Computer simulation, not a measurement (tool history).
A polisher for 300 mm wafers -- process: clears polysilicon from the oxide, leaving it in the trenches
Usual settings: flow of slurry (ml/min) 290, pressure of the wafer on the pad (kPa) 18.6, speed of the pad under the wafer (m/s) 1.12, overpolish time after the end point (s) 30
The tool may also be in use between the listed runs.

run,day,flow of slurry (ml/min),pressure of the wafer on the pad (kPa),speed of the pad under the wafer (m/s),overpolish time after the end point (s),"incoming thickness of the incoming film, nm",time until the end point was called (s)
1,0.000,290,18.6,1.12,30,303.0,24.1
# day 0.783: slurry nozzle cleaned
2,2.292,290,18.6,1.12,30,313.2,22.4
# day 2.642: worn pad replaced by a new one
# day 4.962: head pressure recalibrated
3,6.604,290,18.6,1.12,42,305.9,23.3
4,9.167,290,18.6,1.12,42,306.8,23.7
# day 10.117: worn pad replaced by a new one
5,12.338,290,18.6,1.26,30,309.5,21.8
6,15.812,290,18.6,0.98,30,311.5,27.3
# day 17.608: worn pad replaced by a new one
7,17.629,290,18.6,0.98,30,312.9,27.9
# day 17.762: head pressure recalibrated
# day 18.967: slurry nozzle cleaned
8,20.179,235,16.5,1.00,30,311.1,29.4
9,24.054,290,18.6,1.12,15,305.8,22.7
# day 26.088: worn pad replaced by a new one, of another model than before
10,26.804,290,12.4,0.98,23,310.1,30.6
11,31.492,210,18.6,1.24,30,312.4,22.8
# day 32.658: head pressure recalibrated
# day 34.946: worn pad replaced by a new one
# day 35.246: slurry nozzle cleaned
12,35.762,210,16.5,1.12,30,307.4,24.8
13,38.871,290,13.1,1.12,37,314.9,27.5
# day 42.492: worn pad replaced by a new one
14,43.362,290,18.6,1.12,30,306.3,22.7

Each row is a separate what-if for the run after 14, all from the same tool condition, not one after another. Results?
A,43.379,290,18.6,1.12,30,307.4,?
B,43.379,340,18.6,1.12,30,307.4,?
C,43.379,250,16.5,1.12,30,307.4,?

run,time until the end point was called (s)
A,23.0
B,22.8
C,24.9
Without the tool's hidden state the same runs would have given:
run,time until the end point was called (s)
A,22.5
B,22.2
C,24.2
